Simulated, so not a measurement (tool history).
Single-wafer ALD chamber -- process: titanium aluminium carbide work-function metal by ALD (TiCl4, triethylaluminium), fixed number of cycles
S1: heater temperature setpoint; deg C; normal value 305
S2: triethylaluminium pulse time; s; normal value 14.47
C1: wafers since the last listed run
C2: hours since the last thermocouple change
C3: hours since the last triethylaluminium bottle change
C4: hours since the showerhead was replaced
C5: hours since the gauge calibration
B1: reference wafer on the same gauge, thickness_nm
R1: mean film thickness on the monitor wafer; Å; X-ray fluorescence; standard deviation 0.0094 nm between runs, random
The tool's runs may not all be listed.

run 1 day=0 | S1=305 S2=14.47 | C1=0 C2=1104.5 C3=1132.2 C4=1769.5 C5=329.3 | B1=2.071 | R1=20.35
run 2 day=1.188 | S1=305 S2=14.47 | C1=220 C2=1133 C3=1160.7 C4=1798 C5=357.8 | B1=2.071 | R1=20.27
run 3 day=2.896 | S1=305 S2=14.47 | C1=316 C2=1174 C3=1201.7 C4=1839 C5=398.8 | B1=2.07 | R1=20.23
run 4 day=5.167 | S1=305 S2=14.47 | C1=421 C2=1228.5 C3=1256.2 C4=1893.5 C5=453.3 | B1=2.07 | R1=20.17
run 5 day=7.854 | S1=305 S2=14.47 | C1=498 C2=1293 C3=1320.7 C4=1958 C5=517.8 | B1=2.069 | R1=20.24
run 6 day=10.358 | S1=305 S2=14.47 | C1=464 C2=1353.1 C3=1380.8 C4=2018.1 C5=577.9 | B1=2.069 | R1=20.24
run 7 day=11.662 | S1=305 S2=14.47 | C1=241 C2=1384.4 C3=1412.1 C4=2049.4 C5=609.2 | B1=2.071 | R1=20.1
run 8 day=13.783 | S1=311 S2=16.43 | C1=393 C2=1435.3 C3=1463 C4=2100.3 C5=660.1 | B1=2.07 | R1=21.25
run 9 day=16.258 | S1=305 S2=14.47 | C1=458 C2=1494.7 C3=1522.4 C4=2159.7 C5=719.5 | B1=2.07 | R1=19.96
run 10 day=17.462 | S1=305 S2=14.47 | C1=223 C2=1523.6 C3=1551.3 C4=2188.6 C5=748.4 | B1=2.069 | R1=19.91
run 11 day=19.196 | S1=305 S2=14.47 | C1=321 C2=1565.2 C3=1592.9 C4=2230.2 C5=790 | B1=2.07 | R1=19.96
run 12 day=21.825 | S1=293 S2=14.47 | C1=487 C2=1628.3 C3=1656 C4=2293.3 C5=853.1 | B1=2.07 | R1=18.68
run 13 day=24.242 | S1=293 S2=14.47 | C1=448 C2=1686.3 C3=1714 C4=2351.3 C5=911.1 | B1=2.069 | R1=18.61
-- day=27.846 thermocouple changed; heater temperature recalibrated
run 14 day=30.238 | S1=293 S2=14.47 | C1=1050 C2=57.4 C3=1857.9 C4=2495.2 C5=1055 | B1=2.069 | R1=18.28
run 15 day=33.046 | S1=311 S2=14.47 | C1=520 C2=124.8 C3=1925.3 C4=2562.6 C5=1122.4 | B1=2.068 | R1=20.08
-- day=35.079 triethylaluminium bottle replaced
run 16 day=35.196 | S1=291 S2=19.12 | C1=336 C2=176.4 C3=2.8 C4=2614.2 C5=1174 | B1=2.069 | R1=19.45
run 17 day=37.421 | S1=305 S2=14.47 | C1=412 C2=229.8 C3=56.2 C4=2667.6 C5=1227.4 | B1=2.071 | R1=20.59
run 18 day=39.621 | S1=305 S2=14.47 | C1=407 C2=282.6 C3=109 C4=2720.4 C5=1280.2 | B1=2.07 | R1=20.89
run 19 day=40.946 | S1=305 S2=18.05 | C1=245 C2=314.4 C3=140.8 C4=2752.2 C5=1312 | B1=2.07 | R1=21
run 20 day=42.242 | S1=310 S2=19.32 | C1=240 C2=345.5 C3=171.9 C4=2783.3 C5=1343.1 | B1=2.07 | R1=21.6
-- day=42.583 gauge calibrated
run 21 day=44.008 | S1=292 S2=9.26 | C1=327 C2=387.9 C3=214.3 C4=2825.7 C5=34.2 | B1=2.069 | R1=17.89
-- day=45.721 showerhead replaced
run 22 day=45.742 | S1=299 S2=19.74 | C1=259 C2=429.5 C3=255.9 C4=0.5 C5=75.8 | B1=2.07 | R1=20.18
run 23 day=48.158 | S1=295 S2=14.47 | C1=448 C2=487.5 C3=313.9 C4=58.5 C5=133.8 | B1=2.069 | R1=19.69
run 24 day=49.821 | S1=291 S2=19.49 | C1=308 C2=527.4 C3=353.8 C4=98.4 C5=173.7 | B1=2.071 | R1=19.54
run 25 day=52.679 | S1=293 S2=14.47 | C1=530 C2=596 C3=422.4 C4=167 C5=242.3 | B1=2.071 | R1=19.29
run 26 day=54.179 | S1=309 S2=11.92 | C1=278 C2=632 C3=458.4 C4=203 C5=278.3 | B1=2.071 | R1=20.55
run 27 day=55.233 | S1=319 S2=14.47 | C1=195 C2=657.3 C3=483.7 C4=228.3 C5=303.6 | B1=2.069 | R1=21.88
run 28 day=57.979 | S1=295 S2=14.47 | C1=509 C2=723.2 C3=549.6 C4=294.2 C5=369.5 | B1=2.071 | R1=19.45
run 29 day=59.371 | S1=315 S2=10.16 | C1=258 C2=756.6 C3=583 C4=327.6 C5=402.9 | B1=2.07 | R1=20.23
run 30 day=61.692 | S1=305 S2=14.47 | C1=430 C2=812.3 C3=638.7 C4=383.3 C5=458.6 | B1=2.07 | R1=20.58
run 31 day=64.421 | S1=305 S2=14.47 | C1=506 C2=877.8 C3=704.2 C4=448.8 C5=524.1 | B1=2.07 | R1=20.44
run 32 day=65.654 | S1=305 S2=14.47 | C1=228 C2=907.4 C3=733.8 C4=478.4 C5=553.7 | B1=2.071 | R1=20.72

How the hidden state differs across the entries between the runs, from the last listed run before each to the first after it:
Logged between run 13 and run 14: thermocouple changed; heater temperature recalibrated (day 27.846)
  triethylaluminium dose above that of a fresh bottle (%): -32.7 -> -35.5
  measured value less the no-hidden-state value, R1: -0.93 -> -1.13 Å
Logged between run 15 and run 16: triethylaluminium bottle replaced (day 35.079)
  triethylaluminium dose above that of a fresh bottle (%): -36.7 -> -2.09
  measured value less the no-hidden-state value, R1: -1.37 -> +0 Å
Logged between run 20 and run 21: gauge calibrated (day 42.583)
  triethylaluminium dose above that of a fresh bottle (%): -5.27 -> -6.07
  measured value less the no-hidden-state value, R1: -0.01 -> -0.31 Å
Logged between run 21 and run 22: showerhead replaced (day 45.721)
  triethylaluminium dose above that of a fresh bottle (%): -6.07 -> -6.86
  measured value less the no-hidden-state value, R1: -0.31 -> -0.01 Å
